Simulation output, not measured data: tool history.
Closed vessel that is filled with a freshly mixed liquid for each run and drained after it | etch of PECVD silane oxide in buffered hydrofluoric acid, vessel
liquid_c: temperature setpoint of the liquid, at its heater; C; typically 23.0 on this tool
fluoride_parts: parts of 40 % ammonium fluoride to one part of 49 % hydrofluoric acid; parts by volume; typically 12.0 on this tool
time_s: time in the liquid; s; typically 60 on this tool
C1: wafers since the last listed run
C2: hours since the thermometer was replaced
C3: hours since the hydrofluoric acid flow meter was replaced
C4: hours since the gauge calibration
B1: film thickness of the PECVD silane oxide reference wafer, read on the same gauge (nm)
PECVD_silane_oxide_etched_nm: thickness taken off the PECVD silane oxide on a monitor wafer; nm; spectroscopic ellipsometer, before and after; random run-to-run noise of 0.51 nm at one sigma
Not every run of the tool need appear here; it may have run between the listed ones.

Run 1, hour 0.0: usual settings but time_s 40 s; C1 0; C2 665.7; C3 270.1; C4 309.8; B1 99.98. Result: PECVD_silane_oxide_etched_nm 62.26 nm.
Run 2, hour 59.0: usual settings but time_s 40 s; C1 4136; C2 724.7; C3 329.1; C4 368.8; B1 100.01. Result: PECVD_silane_oxide_etched_nm 61.49 nm.
Run 3, hour 101.7: usual settings; C1 2993; C2 767.4; C3 371.8; C4 411.5; B1 100.00. Result: PECVD_silane_oxide_etched_nm 92.72 nm.
Run 4, hour 141.3: usual settings; C1 2776; C2 807.0; C3 411.4; C4 451.1; B1 100.01. Result: PECVD_silane_oxide_etched_nm 93.82 nm.
Run 5, hour 197.4: usual settings; C1 3932; C2 863.1; C3 467.5; C4 507.2; B1 100.01. Result: PECVD_silane_oxide_etched_nm 92.18 nm.
Run 6, hour 264.0: usual settings but liquid_c 21.5 C; C1 4668; C2 929.7; C3 534.1; C4 573.8; B1 99.97. Result: PECVD_silane_oxide_etched_nm 85.18 nm.
At hour 307.7: thermometer replaced.
Run 7, hour 335.7: usual settings but liquid_c 21.5 C; C1 4956; C2 28.0; C3 605.8; C4 645.5; B1 100.01. Result: PECVD_silane_oxide_etched_nm 87.02 nm.
Run 8, hour 392.0: usual settings but liquid_c 28.0 C, time_s 35 s; C1 3946; C2 84.3; C3 662.1; C4 701.8; B1 99.99. Result: PECVD_silane_oxide_etched_nm 72.14 nm.
Run 9, hour 428.1: usual settings but liquid_c 19.5 C, fluoride_parts 14.5 parts by volume; C1 2530; C2 120.4; C3 698.2; C4 737.9; B1 100.00. Result: PECVD_silane_oxide_etched_nm 65.07 nm.
At hour 466.8: gauge calibrated.
At hour 471.5: hydrofluoric acid flow meter replaced.
Run 10, hour 484.3: usual settings but liquid_c 19.0 C, fluoride_parts 14.5 parts by volume, time_s 45 s; C1 3869; C2 176.6; C3 12.8; C4 17.5; B1 100.01. Result: PECVD_silane_oxide_etched_nm 47.19 nm.
Run 11, hour 537.2: usual settings but time_s 40 s; C1 3708; C2 229.5; C3 65.7; C4 70.4; B1 99.99. Result: PECVD_silane_oxide_etched_nm 63.12 nm.

Run 12 is up next; what results do you expect?
Run 12, hour 594.7: usual settings but liquid_c 19.0 C, fluoride_parts 10.0 parts by volume, time_s 80 s; C1 4031; C2 287.0; C3 123.2; C4 127.9; B1 ?. Result: PECVD_silane_oxide_etched_nm ?.

{"run 12": {"B1": 99.99, "PECVD_silane_oxide_etched_nm": 120.85}}
Were there no unlogged condition in the tool, this run, its random variation unchanged, would have produced PECVD_silane_oxide_etched_nm 122.36 nm.
